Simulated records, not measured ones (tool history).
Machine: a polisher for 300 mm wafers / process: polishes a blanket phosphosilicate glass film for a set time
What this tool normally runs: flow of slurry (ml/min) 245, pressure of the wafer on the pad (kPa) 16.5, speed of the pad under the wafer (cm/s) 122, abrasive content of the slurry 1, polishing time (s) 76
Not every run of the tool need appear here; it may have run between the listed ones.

run     day  flow of slurry (ml/min)  pressure of the wafer on the pad (kPa)  speed of the pad under the wafer (cm/s)  abrasive content of the slurry  polishing time (s)  incoming thickness of the incoming film, nm  film removed (angstrom)
  1       0                      245                                    16.5                                      122                               1                  76                                         2469                     4556
      0.504  -- conditioning disc replaced and pad reconditioned
  2   0.521                      245                                    16.5                                      122                               1                  76                                       2491.4                     4528
      1.171  -- slurry nozzle cleaned
  3   1.467                      245                                    16.5                                      122                               1                  76                                       2499.6                     4567
  4   2.225                      245                                    16.5                                      122                               1                  76                                       2467.2                     4485
  5   2.838                      245                                    16.5                                      122                               1                  76                                       2440.3                     4527
      3.792  -- worn pad replaced by a new one
  6   4.196                      245                                    16.5                                      122                               1                  76                                       2481.2                     4460
  7   5.338                      245                                    16.5                                       90                               1                  76                                       2498.8                     3420
  8   6.525                      245                                    16.5                                      122                             1.2                  76                                       2516.1                     4993
      7.642  -- worn pad replaced by a new one
  9   7.804                      245                                    16.5                                      122                             1.2                  76                                         2458                     4957
 10   8.588                      245                                    16.5                                      122                               1                  76                                       2506.7                     4273
 11   9.167                      245                                    16.5                                      122                               1                  76                                         2484                     4259
      9.471  -- slurry blender recalibrated
 12  10.529                      245                                    16.5                                      122                               1                  76                                       2541.6                     4658
     10.825  -- slurry nozzle cleaned
     11.562  -- worn pad replaced by a new one
 13  11.988                      295                                    12.4                                      122                            1.25                  53                                       2507.5                     2869
 14  12.558                      310                                      20                                      134                               1                  76                                       2516.5                     6382
     13.188  -- conditioning disc replaced and pad reconditioned
 15  13.258                      245                                    13.8                                      122                               1                  76                                       2508.1                     3934
 16  14.021                      245                                    16.5                                      122                               1                  76                                       2438.8                     4685
 17  15.196                      195                                    13.1                                      140                             0.8                  76                                       2524.3                     3271
     15.858  -- worn pad replaced by a new one
     16.204  -- head pressure recalibrated
 18  16.367                      315                                    16.5                                      122                               1                  99                                       2468.4                     6337
 19   17.65                      245                                    20.7                                      134                            1.15                  96                                       2495.3                     8747
 20  18.408                      245                                    16.5                                      122                               1                  83                                       2519.4                     5032
 21  19.571                      245                                    16.5                                       98                             0.9                  76                                         2541                     3584
     20.017  -- worn pad replaced by a new one
 22  20.329                      245                                    21.4                                      160                               1                  95                                       2490.7                     9204

4 ways to go on from here, each from the tool as it stands after run 22. What would each give?
  A  20.346                      245                                    16.5                                      122                               1                  76                                       2473.4                        ?
  B  20.346                      245                                    19.3                                      122                               1                  96                                       2473.4                        ?
  C  20.346                      290                                    16.5                                      122                             1.1                  76                                       2473.4                        ?
  D  20.346                      210                                    16.5                                      122                               1                  76                                       2473.4                        ?

run  film removed (angstrom)
  A                     4656
  B                     6861
  C                     5073
  D                     4563
What these runs would have given with no unlogged condition in the tool:
run  film removed (angstrom)
  A                     4764
  B                     7021
  C                     5181
  D                     4669

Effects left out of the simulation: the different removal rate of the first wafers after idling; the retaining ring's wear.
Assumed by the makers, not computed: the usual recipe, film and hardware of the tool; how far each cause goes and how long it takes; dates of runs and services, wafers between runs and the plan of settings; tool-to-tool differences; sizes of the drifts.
